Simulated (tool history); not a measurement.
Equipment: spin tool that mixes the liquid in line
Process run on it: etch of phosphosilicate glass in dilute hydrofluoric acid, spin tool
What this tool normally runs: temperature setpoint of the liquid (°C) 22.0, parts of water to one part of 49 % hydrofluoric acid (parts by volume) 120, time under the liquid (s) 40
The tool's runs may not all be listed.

| run | day | temperature setpoint of the liquid (°C) | parts of water to one part of 49 % hydrofluoric acid (parts by volume) | time under the liquid (s) | wafers since the last listed run | hours since the thermometer was replaced | hours since the hydrofluoric acid flow meter was replaced | hours since the gauge calibration | read-back film thickness of the phosphosilicate glass reference wafer, read on the same gauge (nm) | thickness taken off the phosphosilicate glass on a monitor wafer (Å) |
|---|---|---|---|---|---|---|---|---|---|---|
| 1 | 0.000 | 22.0 | 120 | 40 | 0 | 1093.3 | 2252.7 | 142.1 | 60.00 | 253.6 |
| 2 | 0.888 | 22.0 | 120 | 40 | 271 | 1114.6 | 2274.0 | 163.4 | 60.02 | 250.8 |
| 3 | 4.038 | 22.0 | 120 | 40 | 961 | 1190.2 | 2349.6 | 239.0 | 59.99 | 253.8 |
| 4 | 4.833 | 20.5 | 120 | 40 | 243 | 1209.3 | 2368.7 | 258.1 | 60.01 | 236.9 |
| 5 | 5.988 | 20.5 | 120 | 40 | 352 | 1237.0 | 2396.4 | 285.8 | 59.95 | 236.9 |
| 6 | 6.842 | 22.0 | 120 | 40 | 260 | 1257.5 | 2416.9 | 306.3 | 60.00 | 252.5 |
| 7 | 7.888 | 22.0 | 120 | 25 | 319 | 1282.6 | 2442.0 | 331.4 | 60.05 | 155.6 |
| 8 | 8.567 | 22.0 | 120 | 25 | 207 | 1298.9 | 2458.3 | 347.7 | 59.98 | 157.2 |
| 9 | 9.479 | 22.0 | 120 | 25 | 278 | 1320.8 | 2480.2 | 369.6 | 60.01 | 158.0 |
| 10 | 10.729 | 22.0 | 120 | 40 | 381 | 1350.8 | 2510.2 | 399.6 | 59.98 | 252.4 |
|  | 11.450 | hydrofluoric acid flow meter replaced |
| 11 | 11.796 | 22.0 | 120 | 40 | 313 | 1376.4 | 8.3 | 425.2 | 59.97 | 224.6 |
| 12 | 13.242 | 22.0 | 110 | 30 | 441 | 1411.1 | 43.0 | 459.9 | 59.98 | 183.1 |
| 13 | 14.725 | 22.0 | 120 | 40 | 452 | 1446.7 | 78.6 | 495.5 | 60.03 | 226.2 |
| 14 | 15.925 | 17.5 | 75 | 40 | 366 | 1475.5 | 107.4 | 524.3 | 60.00 | 309.9 |
| 15 | 16.542 | 24.5 | 80 | 40 | 188 | 1490.3 | 122.2 | 539.1 | 59.99 | 390.4 |
| 16 | 17.562 | 23.5 | 120 | 30 | 311 | 1514.8 | 146.7 | 563.6 | 60.00 | 179.2 |
| 17 | 18.133 | 23.5 | 120 | 30 | 174 | 1528.5 | 160.4 | 577.3 | 60.02 | 177.7 |
|  | 18.892 | gauge calibrated |
| 18 | 19.012 | 22.0 | 155 | 55 | 268 | 1549.6 | 181.5 | 2.9 | 60.00 | 232.5 |
|  | 19.958 | thermometer replaced |
| 19 | 19.975 | 24.0 | 140 | 40 | 281 | 0.4 | 204.6 | 26.0 | 59.98 | 224.0 |
| 20 | 20.771 | 22.0 | 170 | 40 | 243 | 19.5 | 223.7 | 45.1 | 60.01 | 164.8 |
| 21 | 21.558 | 22.0 | 95 | 40 | 240 | 38.4 | 242.6 | 64.0 | 59.97 | 320.0 |
| 22 | 22.458 | 25.0 | 90 | 55 | 274 | 60.0 | 264.2 | 85.6 | 59.99 | 517.8 |
| 23 | 23.775 | 17.5 | 60 | 20 | 402 | 91.6 | 295.8 | 117.2 | 59.97 | 217.4 |
| 24 | 24.871 | 22.0 | 120 | 55 | 334 | 117.9 | 322.1 | 143.5 | 59.99 | 333.8 |
| 25 | 25.796 | 22.0 | 120 | 40 | 282 | 140.1 | 344.3 | 165.7 | 60.00 | 245.7 |
| 26 | 27.179 | 22.0 | 120 | 40 | 422 | 173.3 | 377.5 | 198.9 | 60.02 | 244.0 |
| 27 | 28.496 | 22.0 | 120 | 40 | 402 | 204.9 | 409.1 | 230.5 | 59.93 | 245.9 |

Run by run, hidden condition taken away, random variation retained:
What the log doesn't record here: liquid colder than its thermometer reads (K); hydrofluoric acid flow above the setpoint (%); gauge reads high (%).
| run | thickness taken off the phosphosilicate glass on a monitor wafer (Å) |
|---|---|
| 1 | 240.4 |
| 2 | 237.7 |
| 3 | 240.6 |
| 4 | 225.1 |
| 5 | 225.0 |
| 6 | 239.5 |
| 7 | 147.6 |
| 8 | 149.1 |
| 9 | 149.9 |
| 10 | 239.4 |
| 11 | 239.4 |
| 12 | 195.2 |
| 13 | 241.1 |
| 14 | 333.0 |
| 15 | 416.6 |
| 16 | 190.6 |
| 17 | 189.1 |
| 18 | 246.9 |
| 19 | 218.5 |
| 20 | 160.6 |
| 21 | 312.8 |
| 22 | 505.9 |
| 23 | 213.2 |
| 24 | 325.9 |
| 25 | 239.8 |
| 26 | 238.2 |
| 27 | 240.0 |

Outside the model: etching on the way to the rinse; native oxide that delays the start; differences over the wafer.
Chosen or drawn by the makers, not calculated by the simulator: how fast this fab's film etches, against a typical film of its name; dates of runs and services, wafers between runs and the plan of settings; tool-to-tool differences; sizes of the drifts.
